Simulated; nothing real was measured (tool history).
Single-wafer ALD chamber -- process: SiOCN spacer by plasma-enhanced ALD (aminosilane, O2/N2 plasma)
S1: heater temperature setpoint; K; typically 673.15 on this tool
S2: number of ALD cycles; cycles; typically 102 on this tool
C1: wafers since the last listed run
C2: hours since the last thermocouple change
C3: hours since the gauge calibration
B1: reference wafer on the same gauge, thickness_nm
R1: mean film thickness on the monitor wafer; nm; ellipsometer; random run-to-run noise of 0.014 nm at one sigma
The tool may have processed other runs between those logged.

Run 1, day 0: usual settings but S1 683.15 K, S2 95 cycles; C1 0; C2 1321.7; C3 283.8; B1 6.313. Result: R1 5.535 nm.
At day 0.338: gauge calibrated.
Run 2, day 0.962: usual settings but S1 683.15 K, S2 95 cycles; C1 44; C2 1344.8; C3 15; B1 6.31. Result: R1 5.537 nm.
Run 3, day 2.104: usual settings but S1 668.15 K; C1 53; C2 1372.2; C3 42.4; B1 6.312. Result: R1 6.13 nm.
Run 4, day 3.346: usual settings but S1 668.15 K; C1 57; C2 1402; C3 72.2; B1 6.309. Result: R1 6.14 nm.
Run 5, day 4.083: usual settings; C1 34; C2 1419.7; C3 89.9; B1 6.311. Result: R1 6.15 nm.
Run 6, day 4.621: usual settings; C1 25; C2 1432.6; C3 102.8; B1 6.313. Result: R1 6.139 nm.
Run 7, day 5.238: usual settings; C1 28; C2 1447.4; C3 117.6; B1 6.309. Result: R1 6.13 nm.
Run 8, day 6.038: usual settings; C1 37; C2 1466.6; C3 136.8; B1 6.31. Result: R1 6.143 nm.
At day 6.4: thermocouple changed; heater temperature recalibrated.
Run 9, day 6.879: usual settings; C1 23; C2 11.5; C3 157; B1 6.313. Result: R1 6.136 nm.
Run 10, day 7.912: usual settings; C1 48; C2 36.3; C3 181.8; B1 6.309. Result: R1 6.135 nm.
Run 11, day 9.058: usual settings; C1 53; C2 63.8; C3 209.3; B1 6.308. Result: R1 6.143 nm.
Run 12, day 9.562: usual settings but S1 661.15 K; C1 23; C2 75.9; C3 221.4; B1 6.308. Result: R1 6.131 nm.
At day 10.504: gauge calibrated.
Run 13, day 10.533: usual settings but S1 661.15 K, S2 96 cycles; C1 45; C2 99.2; C3 0.7; B1 6.31. Result: R1 5.764 nm.
Run 14, day 11.662: usual settings but S1 663.15 K, S2 85 cycles; C1 52; C2 126.3; C3 27.8; B1 6.306. Result: R1 5.117 nm.
Run 15, day 12.746: usual settings but S1 680.15 K, S2 95 cycles; C1 50; C2 152.3; C3 53.8; B1 6.312. Result: R1 5.598 nm.
Run 16, day 14.15: usual settings; C1 65; C2 186; C3 87.5; B1 6.31. Result: R1 6.13 nm.
Run 17, day 15.417: usual settings but S1 660.15 K, S2 86 cycles; C1 58; C2 216.4; C3 117.9; B1 6.308. Result: R1 5.164 nm.
Run 18, day 16.092: usual settings but S1 668.15 K; C1 31; C2 232.6; C3 134.1; B1 6.309. Result: R1 6.112 nm.
Run 19, day 16.975: usual settings; C1 41; C2 253.8; C3 155.3; B1 6.308. Result: R1 6.138 nm.
Run 20, day 18.162: usual settings but S1 678.15 K; C1 55; C2 282.3; C3 183.8; B1 6.31. Result: R1 6.022 nm.
Run 21, day 18.904: usual settings but S1 667.15 K, S2 121 cycles; C1 34; C2 300.1; C3 201.6; B1 6.312. Result: R1 7.271 nm.

Run-by-run hidden state of the tool:
wafer temperature above the value expected at the setpoint (K): 0 at every run
gauge reads high (%): 0 at every run

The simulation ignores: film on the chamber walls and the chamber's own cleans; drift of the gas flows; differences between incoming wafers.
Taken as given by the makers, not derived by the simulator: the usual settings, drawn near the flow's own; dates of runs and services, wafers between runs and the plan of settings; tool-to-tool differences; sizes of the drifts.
